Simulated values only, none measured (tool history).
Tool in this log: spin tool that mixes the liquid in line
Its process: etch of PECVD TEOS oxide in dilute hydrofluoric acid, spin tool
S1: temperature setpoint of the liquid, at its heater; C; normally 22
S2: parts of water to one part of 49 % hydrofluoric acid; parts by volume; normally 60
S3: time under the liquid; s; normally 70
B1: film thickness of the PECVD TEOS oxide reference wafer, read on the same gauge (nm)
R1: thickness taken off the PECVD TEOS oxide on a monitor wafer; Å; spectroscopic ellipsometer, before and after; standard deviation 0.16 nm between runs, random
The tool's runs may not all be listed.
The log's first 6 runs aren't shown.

Run 7, day 2.996: usual settings; B1 110.02. Result: R1 250.6 Å.
Run 8, day 3.525: usual settings; B1 109.99. Result: R1 251.9 Å.
Run 9, day 4.254: usual settings; B1 110. Result: R1 249.6 Å.
Run 10, day 4.925: usual settings but S1 24.5 C; B1 109.98. Result: R1 275.7 Å.
At day 5.375: hydrofluoric acid flow meter replaced.
Run 11, day 5.542: usual settings but S1 24.5 C; B1 110.01. Result: R1 277 Å.
At day 5.946: thermometer replaced.
Run 12, day 6.058: usual settings but S1 24.5 C; B1 110.01. Result: R1 261.1 Å.
At day 6.379: gauge calibrated.
Run 13, day 6.771: usual settings but S1 25 C; B1 110.01. Result: R1 267.3 Å.
Run 14, day 7.204: usual settings but S1 19 C, S2 75 parts by volume; B1 110. Result: R1 164 Å.
Run 15, day 7.746: usual settings but S1 19 C, S2 75 parts by volume; B1 110. Result: R1 163.6 Å.
Run 16, day 8.483: usual settings but S1 23.5 C, S2 35 parts by volume, S3 90 s; B1 110.01. Result: R1 568 Å.
Run 17, day 9.108: usual settings but S2 50 parts by volume, S3 55 s; B1 110. Result: R1 223.8 Å.
Run 18, day 9.583: usual settings but S1 27 C, S2 40 parts by volume, S3 40 s; B1 109.99. Result: R1 255.1 Å.
At day 10.021: thermometer replaced, repeated, since the last time left the tool worse.
Run 19, day 10.238: usual settings but S1 19.5 C, S2 75 parts by volume, S3 50 s; B1 110. Result: R1 132.8 Å.
Run 20, day 10.708: usual settings; B1 110.03. Result: R1 263.4 Å.
Run 21, day 11.121: usual settings but S2 35 parts by volume, S3 85 s; B1 110. Result: R1 564.2 Å.
Run 22, day 11.488: usual settings but S1 18 C, S2 85 parts by volume; B1 110. Result: R1 153.7 Å.
Run 23, day 12.092: usual settings but S1 24.5 C; B1 110.02. Result: R1 292.9 Å.
Run 24, day 12.383: usual settings but S1 24 C, S2 80 parts by volume, S3 45 s; B1 110.01. Result: R1 133.2 Å.
Run 25, day 12.904: usual settings but S1 20 C, S2 45 parts by volume, S3 55 s; B1 110. Result: R1 257.9 Å.
Run 26, day 13.371: usual settings but S3 95 s; B1 110. Result: R1 354.7 Å.
Run 27, day 13.879: usual settings but S1 26 C, S3 35 s; B1 109.99. Result: R1 156.3 Å.
Run 28, day 14.333: usual settings but S1 26 C, S2 30 parts by volume, S3 90 s; B1 109.99. Result: R1 826.4 Å.

What does the tool deliver on the next run?
Run 29, day 14.875: usual settings but S1 26.5 C; B1 ?. Result: R1 ?.

{"run 29": {"B1": 110, "R1": 317.4}}
Had the tool carried no hidden state, the very same run would have given R1 325.4 Å.
